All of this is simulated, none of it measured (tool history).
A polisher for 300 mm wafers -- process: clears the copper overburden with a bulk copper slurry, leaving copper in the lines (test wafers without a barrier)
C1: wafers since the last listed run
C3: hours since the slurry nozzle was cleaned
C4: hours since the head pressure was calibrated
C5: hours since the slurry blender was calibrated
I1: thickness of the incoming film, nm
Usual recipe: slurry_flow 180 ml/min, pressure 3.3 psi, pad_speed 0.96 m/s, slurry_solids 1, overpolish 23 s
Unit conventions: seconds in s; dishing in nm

{"run": 1, "hour": 0.0, "slurry_flow": 180, "pressure": 2.3, "pad_speed": 0.96, "slurry_solids": 1, "overpolish": 23, "C1": 0, "wafers polished on this pad": 701, "C3": 386.8, "C4": 288.1, "C5": 87.6, "I1": 864.7, "seconds": 120.8, "dishing": 67.3}
{"run": 2, "hour": 23.1, "slurry_flow": 180, "pressure": 3.3, "pad_speed": 0.96, "slurry_solids": 1, "overpolish": 23, "C1": 145, "wafers polished on this pad": 847, "C3": 409.9, "C4": 311.2, "C5": 110.7, "I1": 869.6, "seconds": 88.1, "dishing": 86.4}
{"run": 3, "hour": 43.6, "slurry_flow": 180, "pressure": 3.3, "pad_speed": 0.96, "slurry_solids": 1, "overpolish": 23, "C1": 128, "wafers polished on this pad": 976, "C3": 430.4, "C4": 331.7, "C5": 131.2, "I1": 858.7, "seconds": 85.1, "dishing": 80.3}
{"run": 4, "hour": 66.5, "slurry_flow": 200, "pressure": 3.3, "pad_speed": 0.96, "slurry_solids": 1, "overpolish": 23, "C1": 144, "wafers polished on this pad": 1120, "C3": 453.3, "C4": 354.6, "C5": 154.1, "I1": 867.9, "seconds": 89.4, "dishing": 88.5}
{"hour": 73.2, "done": "worn pad replaced by a new one"}
{"run": 5, "hour": 96.2, "slurry_flow": 180, "pressure": 2.7, "pad_speed": 0.96, "slurry_solids": 1, "overpolish": 23, "C1": 161, "wafers polished on this pad": 144, "C3": 483, "C4": 384.3, "C5": 183.8, "I1": 868.8, "seconds": 109.5, "dishing": 72}
{"hour": 102.1, "done": "slurry blender recalibrated"}
{"run": 6, "hour": 122.8, "slurry_flow": 180, "pressure": 2.7, "pad_speed": 0.96, "slurry_solids": 1, "overpolish": 23, "C1": 154, "wafers polished on this pad": 299, "C3": 509.6, "C4": 410.9, "C5": 20.7, "I1": 870.2, "seconds": 98.8, "dishing": 78.8}
{"run": 7, "hour": 156.2, "slurry_flow": 180, "pressure": 3.3, "pad_speed": 0.96, "slurry_solids": 1, "overpolish": 23, "C1": 210, "wafers polished on this pad": 509, "C3": 543, "C4": 444.3, "C5": 54.1, "I1": 880.8, "seconds": 84.7, "dishing": 86.1}
{"run": 8, "hour": 173.6, "slurry_flow": 180, "pressure": 3.3, "pad_speed": 0.96, "slurry_solids": 1, "overpolish": 23, "C1": 109, "wafers polished on this pad": 618, "C3": 560.4, "C4": 461.7, "C5": 71.5, "I1": 870, "seconds": 83.3, "dishing": 84.9}
{"run": 9, "hour": 209.5, "slurry_flow": 180, "pressure": 3.3, "pad_speed": 0.96, "slurry_solids": 1, "overpolish": 23, "C1": 225, "wafers polished on this pad": 844, "C3": 596.3, "C4": 497.6, "C5": 107.4, "I1": 859.9, "seconds": 84.1, "dishing": 85.1}
{"hour": 234.2, "done": "worn pad replaced by a new one"}
{"run": 10, "hour": 234.7, "slurry_flow": 180, "pressure": 2.4, "pad_speed": 0.96, "slurry_solids": 1, "overpolish": 23, "C1": 133, "wafers polished on this pad": 3, "C3": 621.5, "C4": 522.8, "C5": 132.6, "I1": 876.4, "seconds": 121.5, "dishing": 67.8}
{"run": 11, "hour": 260.2, "slurry_flow": 180, "pressure": 2.4, "pad_speed": 0.96, "slurry_solids": 1, "overpolish": 23, "C1": 160, "wafers polished on this pad": 163, "C3": 647, "C4": 548.3, "C5": 158.1, "I1": 861.3, "seconds": 117.3, "dishing": 71.7}
{"hour": 279.4, "done": "slurry blender recalibrated"}
{"hour": 287.0, "done": "slurry nozzle cleaned"}
{"run": 12, "hour": 361.0, "slurry_flow": 180, "pressure": 2.9, "pad_speed": 0.96, "slurry_solids": 1, "overpolish": 35, "C1": 615, "wafers polished on this pad": 778, "C3": 74, "C4": 649.1, "C5": 81.6, "I1": 873.7, "seconds": 95.6, "dishing": 92.7}
{"hour": 394.7, "done": "worn pad replaced by a new one"}
{"run": 13, "hour": 395.2, "slurry_flow": 180, "pressure": 3.3, "pad_speed": 0.96, "slurry_solids": 1, "overpolish": 23, "C1": 189, "wafers polished on this pad": 3, "C3": 108.2, "C4": 683.3, "C5": 115.8, "I1": 863.1, "seconds": 86.3, "dishing": 85.8}
{"run": 14, "hour": 424.0, "slurry_flow": 180, "pressure": 3.3, "pad_speed": 0.96, "slurry_solids": 1, "overpolish": 23, "C1": 181, "wafers polished on this pad": 184, "C3": 137, "C4": 712.1, "C5": 144.6, "I1": 852.3, "seconds": 83.8, "dishing": 87.7}
{"hour": 434.0, "done": "slurry blender recalibrated"}
{"run": 15, "hour": 439.9, "slurry_flow": 180, "pressure": 3.3, "pad_speed": 1.24, "slurry_solids": 1, "overpolish": 23, "C1": 87, "wafers polished on this pad": 271, "C3": 152.9, "C4": 728, "C5": 5.9, "I1": 867.1, "seconds": 73.1, "dishing": 90.1}
{"run": 16, "hour": 455.2, "slurry_flow": 180, "pressure": 3.3, "pad_speed": 0.96, "slurry_solids": 1, "overpolish": 23, "C1": 96, "wafers polished on this pad": 367, "C3": 168.2, "C4": 743.3, "C5": 21.2, "I1": 867.1, "seconds": 83.4, "dishing": 86.7}
{"run": 17, "hour": 474.0, "slurry_flow": 205, "pressure": 3.3, "pad_speed": 1.24, "slurry_solids": 1, "overpolish": 23, "C1": 118, "wafers polished on this pad": 486, "C3": 187, "C4": 762.1, "C5": 40, "I1": 877.2, "seconds": 68.8, "dishing": 92.5}
{"run": 18, "hour": 500.0, "slurry_flow": 150, "pressure": 3.3, "pad_speed": 0.96, "slurry_solids": 0.8, "overpolish": 23, "C1": 163, "wafers polished on this pad": 649, "C3": 213, "C4": 788.1, "C5": 66, "I1": 857, "seconds": 88.4, "dishing": 82.2}
{"run": 19, "hour": 523.0, "slurry_flow": 180, "pressure": 3.3, "pad_speed": 1.18, "slurry_solids": 1, "overpolish": 18, "C1": 144, "wafers polished on this pad": 794, "C3": 236, "C4": 811.1, "C5": 89, "I1": 855.9, "seconds": 72.9, "dishing": 78.4}
{"hour": 534.6, "done": "head pressure recalibrated"}
{"run": 20, "hour": 539.0, "slurry_flow": 205, "pressure": 3.6, "pad_speed": 1.22, "slurry_solids": 1.2, "overpolish": 23, "C1": 88, "wafers polished on this pad": 882, "C3": 252, "C4": 4.4, "C5": 105, "I1": 862.9, "seconds": 62.7, "dishing": 95.9}
{"hour": 551.6, "done": "worn pad replaced by a new one"}
{"run": 21, "hour": 557.5, "slurry_flow": 125, "pressure": 2.4, "pad_speed": 1.08, "slurry_solids": 1, "overpolish": 23, "C1": 91, "wafers polished on this pad": 36, "C3": 270.5, "C4": 22.9, "C5": 123.5, "I1": 865.6, "seconds": 115.8, "dishing": 71.7}
{"run": 22, "hour": 587.2, "slurry_flow": 180, "pressure": 3.3, "pad_speed": 0.96, "slurry_solids": 1.25, "overpolish": 23, "C1": 186, "wafers polished on this pad": 223, "C3": 300.2, "C4": 52.6, "C5": 153.2, "I1": 875.1, "seconds": 83.9, "dishing": 85.2}
{"run": 23, "hour": 612.4, "slurry_flow": 180, "pressure": 2.8, "pad_speed": 0.96, "slurry_solids": 1, "overpolish": 23, "C1": 158, "wafers polished on this pad": 382, "C3": 325.4, "C4": 77.8, "C5": 178.4, "I1": 863.4, "seconds": 104.5, "dishing": 73.3}
{"hour": 629.4, "done": "slurry blender recalibrated"}
{"run": 24, "hour": 629.9, "slurry_flow": 180, "pressure": 3.3, "pad_speed": 0.96, "slurry_solids": 1, "overpolish": 14, "C1": 97, "wafers polished on this pad": 479, "C3": 342.9, "C4": 95.3, "C5": 0.5, "I1": 864.4, "seconds": 81.7, "dishing": 67.2}
{"run": 25, "hour": 653.4, "slurry_flow": 135, "pressure": 3.3, "pad_speed": 0.96, "slurry_solids": 1, "overpolish": 23, "C1": 147, "wafers polished on this pad": 627, "C3": 366.4, "C4": 118.8, "C5": 24, "I1": 882.6, "seconds": 87.9, "dishing": 83.1}
{"run": 26, "hour": 689.8, "slurry_flow": 205, "pressure": 3.3, "pad_speed": 1.14, "slurry_solids": 1, "overpolish": 23, "C1": 228, "wafers polished on this pad": 856, "C3": 402.8, "C4": 155.2, "C5": 60.4, "I1": 884.2, "seconds": 74.6, "dishing": 87.8}
{"hour": 722.6, "done": "worn pad replaced by a new one"}
{"run": 27, "hour": 723.1, "slurry_flow": 180, "pressure": 3.3, "pad_speed": 1.18, "slurry_solids": 1, "overpolish": 23, "C1": 184, "wafers polished on this pad": 3, "C3": 436.1, "C4": 188.5, "C5": 93.7, "I1": 883.6, "seconds": 76.5, "dishing": 90.1}
{"run": 28, "hour": 737.7, "slurry_flow": 180, "pressure": 3.3, "pad_speed": 0.96, "slurry_solids": 1, "overpolish": 23, "C1": 91, "wafers polished on this pad": 95, "C3": 450.7, "C4": 203.1, "C5": 108.3, "I1": 874.6, "seconds": 86, "dishing": 89}

Alternative continuations, all from the tool just after run 28; predict every row:
{"run": "A", "hour": 738.2, "slurry_flow": 205, "pressure": 3.3, "pad_speed": 0.96, "slurry_solids": 1, "overpolish": 23, "C1": 3, "wafers polished on this pad": 98, "C3": 451.2, "C4": 203.6, "C5": 108.8, "I1": 864.8, "seconds": "?", "dishing": "?"}
{"run": "B", "hour": 738.2, "slurry_flow": 180, "pressure": 4.4, "pad_speed": 0.96, "slurry_solids": 1, "overpolish": 33, "C1": 3, "wafers polished on this pad": 98, "C3": 451.2, "C4": 203.6, "C5": 108.8, "I1": 864.8, "seconds": "?", "dishing": "?"}
{"run": "C", "hour": 738.2, "slurry_flow": 200, "pressure": 3.7, "pad_speed": 0.96, "slurry_solids": 1.3, "overpolish": 19, "C1": 3, "wafers polished on this pad": 98, "C3": 451.2, "C4": 203.6, "C5": 108.8, "I1": 864.8, "seconds": "?", "dishing": "?"}
{"run": "D", "hour": 738.2, "slurry_flow": 180, "pressure": 2.2, "pad_speed": 0.76, "slurry_solids": 1, "overpolish": 23, "C1": 3, "wafers polished on this pad": 98, "C3": 451.2, "C4": 203.6, "C5": 108.8, "I1": 864.8, "seconds": "?", "dishing": "?"}

run=A seconds=81.6 dishing=81.9
run=B seconds=62.6 dishing=102.2
run=C seconds=69.9 dishing=82.3
run=D seconds=140.3 dishing=59.6
With no hidden state in the tool, these same runs would have given:
run=A seconds=79.5 dishing=82.7
run=B seconds=61 dishing=102.7
run=C seconds=68 dishing=83.2
run=D seconds=136.7 dishing=60.4

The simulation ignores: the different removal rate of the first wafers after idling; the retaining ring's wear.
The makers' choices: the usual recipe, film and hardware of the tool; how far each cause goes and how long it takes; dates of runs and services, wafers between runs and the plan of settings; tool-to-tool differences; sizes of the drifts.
